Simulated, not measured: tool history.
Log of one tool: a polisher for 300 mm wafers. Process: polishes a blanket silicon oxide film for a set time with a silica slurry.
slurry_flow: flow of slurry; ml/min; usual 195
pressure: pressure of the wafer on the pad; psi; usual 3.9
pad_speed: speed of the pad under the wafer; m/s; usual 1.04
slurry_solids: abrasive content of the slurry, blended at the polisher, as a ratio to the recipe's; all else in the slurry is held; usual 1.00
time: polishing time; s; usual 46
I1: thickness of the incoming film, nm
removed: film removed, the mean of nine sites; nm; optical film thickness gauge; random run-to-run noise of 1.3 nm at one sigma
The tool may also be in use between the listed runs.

Run 1, day 0.000: usual settings; I1 1149.4. Result: removed 101.5 nm.
Run 2, day 3.050: usual settings; I1 1160.2. Result: removed 97.9 nm.
At day 3.792: slurry nozzle cleaned.
Run 3, day 7.529: usual settings but slurry_flow 170 ml/min, time 57 s; I1 1135.3. Result: removed 115.8 nm.
At day 10.817: slurry blender recalibrated.
At day 13.008: worn pad replaced by a new one.
Run 4, day 13.179: usual settings but pad_speed 0.90 m/s, slurry_solids 0.90, time 34 s; I1 1153.6. Result: removed 55.9 nm.
Run 5, day 16.321: usual settings; I1 1162.3. Result: removed 89.4 nm.
Run 6, day 20.208: usual settings but slurry_flow 130 ml/min, time 39 s; I1 1150.0. Result: removed 71.5 nm.
At day 21.204: conditioning disc replaced and pad reconditioned.
Run 7, day 23.838: usual settings; I1 1181.6. Result: removed 97.2 nm.
Run 8, day 25.883: usual settings but slurry_flow 245 ml/min, pressure 5.0 psi, slurry_solids 0.75, time 53 s; I1 1165.2. Result: removed 117.4 nm.
Run 9, day 28.558: usual settings but slurry_solids 1.25, time 58 s; I1 1172.3. Result: removed 130.0 nm.
Run 10, day 30.975: usual settings but slurry_flow 230 ml/min, time 36 s; I1 1164.6. Result: removed 72.2 nm.
At day 31.454: head pressure recalibrated.
Run 11, day 34.533: usual settings but pad_speed 0.90 m/s, time 40 s; I1 1152.4. Result: removed 74.9 nm.
At day 34.733: slurry nozzle cleaned.
Run 12, day 36.692: usual settings but slurry_flow 135 ml/min, pressure 3.1 psi, pad_speed 1.22 m/s, time 52 s; I1 1166.9. Result: removed 92.4 nm.
Run 13, day 40.883: usual settings; I1 1168.9. Result: removed 93.2 nm.
At day 42.446: worn pad replaced by a new one.
At day 42.633: slurry blender recalibrated.
Run 14, day 44.254: usual settings but slurry_solids 1.25, time 58 s; I1 1153.0. Result: removed 131.6 nm.
Run 15, day 46.954: usual settings but slurry_flow 230 ml/min, pad_speed 0.74 m/s; I1 1168.4. Result: removed 72.5 nm.
Run 16, day 49.400: usual settings but pressure 2.9 psi; I1 1151.8. Result: removed 69.8 nm.
Run 17, day 51.100: usual settings; I1 1152.4. Result: removed 89.7 nm.
At day 53.700: conditioning disc replaced and pad reconditioned.
Run 18, day 61.329: usual settings but slurry_solids 1.25, time 58 s; I1 1169.8. Result: removed 129.7 nm.
Run 19, day 63.321: usual settings but slurry_flow 230 ml/min; I1 1154.7. Result: removed 95.5 nm.
Run 20, day 66.575: usual settings but pressure 2.9 psi, pad_speed 1.26 m/s, slurry_solids 1.15; I1 1159.0. Result: removed 83.9 nm.
At day 67.412: slurry nozzle cleaned.
At day 69.554: worn pad replaced by a new one.
Run 21, day 71.000: usual settings but slurry_solids 0.85, time 58 s; I1 1158.7. Result: removed 100.3 nm.
At day 73.883: head pressure recalibrated.
At day 74.333: slurry blender recalibrated.
Run 22, day 74.729: usual settings; I1 1147.4. Result: removed 95.0 nm.
Run 23, day 79.225: usual settings but pressure 5.0 psi; I1 1169.3. Result: removed 120.3 nm.
At day 81.867: conditioning disc replaced and pad reconditioned.
Run 24, day 82.842: usual settings but slurry_solids 0.85, time 58 s; I1 1175.4. Result: removed 118.6 nm.

Difference, measured minus no-hidden-state, one row per run. Run-to-run variation is common to both terms; the gauge's own scatter need not be:
Hidden state at play: removal rate lost through wear of the pad, %; slurry flow missing at the pad, %; deviation of the head's pressure from its setpoint, %; abrasive missing from the slurry, %; time polished since the conditioner stopped cutting, s.
run  removed
  1    -10.4
  2    -13.1
  3    -19.5
  4    -10.4
  5    -19.4
  6    -16.7
  7    -13.9
  8    -21.9
  9    -25.9
 10    -16.1
 11     -9.5
 12    -13.5
 13    -16.2
 14    -24.9
 15    -11.9
 16    -12.5
 17    -19.3
 18    -24.6
 19    -19.8
 20    -18.7
 21    -26.1
 22    -12.7
 23    -22.0
 24     -6.8
